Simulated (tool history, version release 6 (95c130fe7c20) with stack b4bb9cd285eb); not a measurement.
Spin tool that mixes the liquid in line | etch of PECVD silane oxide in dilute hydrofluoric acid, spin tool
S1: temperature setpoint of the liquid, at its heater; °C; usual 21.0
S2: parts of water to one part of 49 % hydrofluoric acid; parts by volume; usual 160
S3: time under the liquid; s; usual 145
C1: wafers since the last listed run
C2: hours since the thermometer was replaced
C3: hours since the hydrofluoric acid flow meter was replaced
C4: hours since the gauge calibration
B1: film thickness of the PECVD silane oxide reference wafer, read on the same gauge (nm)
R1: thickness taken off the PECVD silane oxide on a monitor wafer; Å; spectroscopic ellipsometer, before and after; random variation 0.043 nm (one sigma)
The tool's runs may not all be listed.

| run | day | S1 | S2 | S3 | C1 | C2 | C3 | C4 | B1 | R1 |
|---|---|---|---|---|---|---|---|---|---|---|
| 1 | 0.000 | 21.0 | 160 | 145 | 0 | 2057.2 | 320.5 | 549.9 | 100.02 | 111.8 |
| 2 | 1.867 | 21.0 | 140 | 145 | 215 | 2102.0 | 365.3 | 594.7 | 99.99 | 129.7 |
| 3 | 4.571 | 21.0 | 140 | 145 | 311 | 2166.9 | 430.2 | 659.6 | 100.02 | 129.0 |
| 4 | 6.567 | 21.0 | 120 | 180 | 229 | 2214.8 | 478.1 | 707.5 | 100.00 | 192.7 |
| 5 | 7.762 | 21.0 | 120 | 180 | 137 | 2243.5 | 506.8 | 736.2 | 100.00 | 191.7 |
| 6 | 10.017 | 21.0 | 160 | 90 | 259 | 2297.6 | 560.9 | 790.3 | 100.00 | 68.9 |
| 7 | 11.571 | 21.0 | 160 | 145 | 179 | 2334.9 | 598.2 | 827.6 | 100.02 | 111.3 |
| 8 | 13.050 | 21.0 | 160 | 145 | 170 | 2370.4 | 633.7 | 863.1 | 99.98 | 110.5 |
| 9 | 14.871 | 21.0 | 160 | 145 | 209 | 2414.1 | 677.4 | 906.8 | 100.00 | 110.6 |
| 10 | 17.846 | 22.0 | 160 | 85 | 342 | 2485.5 | 748.8 | 978.2 | 99.99 | 67.1 |
| 11 | 20.558 | 22.0 | 160 | 85 | 312 | 2550.6 | 813.9 | 1043.3 | 100.02 | 67.1 |
| 12 | 21.925 | 21.0 | 160 | 145 | 157 | 2583.4 | 846.7 | 1076.1 | 99.99 | 109.6 |
|  | 22.888 | gauge calibrated |
| 13 | 23.525 | 21.0 | 160 | 145 | 184 | 2621.8 | 885.1 | 15.3 | 99.99 | 109.5 |
| 14 | 25.979 | 21.0 | 160 | 145 | 282 | 2680.7 | 944.0 | 74.2 | 99.99 | 110.2 |
| 15 | 28.229 | 21.0 | 160 | 145 | 259 | 2734.7 | 998.0 | 128.2 | 100.00 | 110.2 |
| 16 | 29.671 | 25.0 | 125 | 145 | 166 | 2769.3 | 1032.6 | 162.8 | 99.99 | 171.4 |
|  | 31.517 | thermometer replaced |
|  | 32.575 | hydrofluoric acid flow meter replaced |
| 17 | 36.871 | 25.0 | 105 | 175 | 819 | 128.5 | 103.1 | 335.6 | 99.99 | 240.3 |
| 18 | 38.296 | 21.0 | 160 | 205 | 164 | 162.7 | 137.3 | 369.8 | 100.00 | 148.1 |
| 19 | 39.592 | 17.0 | 160 | 145 | 149 | 193.8 | 168.4 | 400.9 | 99.99 | 88.7 |
| 20 | 40.825 | 21.0 | 160 | 145 | 142 | 223.4 | 198.0 | 430.5 | 99.98 | 105.2 |
|  | 41.775 | thermometer replaced, repeated, since the last time left the tool worse |
| 21 | 42.404 | 25.5 | 105 | 185 | 177 | 15.1 | 235.9 | 468.4 | 99.98 | 287.2 |
| 22 | 44.638 | 22.5 | 210 | 85 | 257 | 68.7 | 289.5 | 522.0 | 100.03 | 52.8 |
| 23 | 47.529 | 18.5 | 135 | 75 | 333 | 138.1 | 358.9 | 591.4 | 100.01 | 66.5 |
| 24 | 49.442 | 18.5 | 160 | 145 | 220 | 184.0 | 404.8 | 637.3 | 100.03 | 105.9 |
| 25 | 51.779 | 17.5 | 185 | 95 | 269 | 240.1 | 460.9 | 693.4 | 100.00 | 55.7 |
| 26 | 54.550 | 21.0 | 160 | 145 | 319 | 306.6 | 527.4 | 759.9 | 99.98 | 115.9 |
| 27 | 56.142 | 19.5 | 110 | 145 | 183 | 344.8 | 565.6 | 798.1 | 99.98 | 167.4 |
| 28 | 58.746 | 19.0 | 115 | 145 | 299 | 407.3 | 628.1 | 860.6 | 100.01 | 156.9 |
| 29 | 60.662 | 21.0 | 160 | 200 | 220 | 453.3 | 674.1 | 906.6 | 100.03 | 160.0 |
| 30 | 61.846 | 19.0 | 115 | 145 | 136 | 481.7 | 702.5 | 935.0 | 100.02 | 156.1 |
| 31 | 64.542 | 23.5 | 160 | 105 | 310 | 546.4 | 767.2 | 999.7 | 100.01 | 92.5 |
| 32 | 65.700 | 21.0 | 160 | 145 | 133 | 574.2 | 795.0 | 1027.5 | 100.00 | 115.3 |
| 33 | 66.950 | 17.0 | 160 | 145 | 143 | 604.2 | 825.0 | 1057.5 | 99.98 | 98.0 |

How the hidden state differs across the entries between the runs, from the last listed run before each to the first after it:
Between runs 12 and 13: gauge calibrated (day 22.888)
  liquid colder than its thermometer reads (K): 1.54 -> 1.56
  measured less the result without the state, R1: -6.9 -> -6.9 Å
Between runs 16 and 17: thermometer replaced (day 31.517); hydrofluoric acid flow meter replaced (day 32.575)
  liquid colder than its thermometer reads (K): 1.65 -> 2.81
  measured less the result without the state, R1: -11.3 -> -28.3 Å
Between runs 20 and 21: thermometer replaced, repeated, since the last time left the tool worse (day 41.775)
  liquid colder than its thermometer reads (K): 2.86 -> 0.0543
  measured less the result without the state, R1: -12.6 -> -0.6 Å

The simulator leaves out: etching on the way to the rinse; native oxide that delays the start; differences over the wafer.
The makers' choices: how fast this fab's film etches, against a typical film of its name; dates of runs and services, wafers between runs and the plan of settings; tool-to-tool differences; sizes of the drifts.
